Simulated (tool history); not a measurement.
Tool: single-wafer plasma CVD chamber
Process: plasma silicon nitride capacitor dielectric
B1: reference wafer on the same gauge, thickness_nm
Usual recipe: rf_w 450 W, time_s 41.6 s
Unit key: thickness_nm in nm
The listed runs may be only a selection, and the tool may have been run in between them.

run 1 hour=0 | rf_w=500 time_s=41.6 | B1=69.068 | thickness_nm=61.014
run 2 hour=38.7 | rf_w=500 time_s=41.6 | B1=68.987 | thickness_nm=61.124
run 3 hour=48.6 | rf_w=500 time_s=41.6 | B1=68.931 | thickness_nm=60.85
run 4 hour=56.7 | rf_w=425 time_s=41.6 | B1=68.924 | thickness_nm=58.149
run 5 hour=66.3 | rf_w=450 time_s=41.6 | B1=68.894 | thickness_nm=59.388
run 6 hour=77.1 | rf_w=450 time_s=36 | B1=68.848 | thickness_nm=51.177
run 7 hour=87 | rf_w=450 time_s=36 | B1=68.806 | thickness_nm=51.261
run 8 hour=104.8 | rf_w=405 time_s=41.6 | B1=68.803 | thickness_nm=57.583
run 9 hour=118.7 | rf_w=430 time_s=35 | B1=68.708 | thickness_nm=48.991
run 10 hour=132.2 | rf_w=430 time_s=35 | B1=68.682 | thickness_nm=49.099
run 11 hour=146.7 | rf_w=450 time_s=38.7 | B1=68.605 | thickness_nm=54.965
run 12 hour=154.9 | rf_w=450 time_s=38.7 | B1=68.561 | thickness_nm=54.977
run 13 hour=170.1 | rf_w=450 time_s=38.7 | B1=68.509 | thickness_nm=54.871
run 14 hour=180 | rf_w=400 time_s=41.6 | B1=68.542 | thickness_nm=57.117
run 15 hour=195.1 | rf_w=450 time_s=43.8 | B1=68.403 | thickness_nm=61.831
run 16 hour=201.8 | rf_w=450 time_s=41.6 | B1=68.363 | thickness_nm=58.639
run 17 hour=215.8 | rf_w=450 time_s=38.7 | B1=68.297 | thickness_nm=54.572

Run 18 comes next. What will it give?
-- hour=236.1 showerhead replaced
run 18 hour=236.6 | rf_w=375 time_s=45.2 | B1=? | thickness_nm=?

Run 18 came out at B1 68.223, thickness_nm 60.796 nm.
With no hidden state in the tool, this same run would have given thickness_nm 61.627 nm.

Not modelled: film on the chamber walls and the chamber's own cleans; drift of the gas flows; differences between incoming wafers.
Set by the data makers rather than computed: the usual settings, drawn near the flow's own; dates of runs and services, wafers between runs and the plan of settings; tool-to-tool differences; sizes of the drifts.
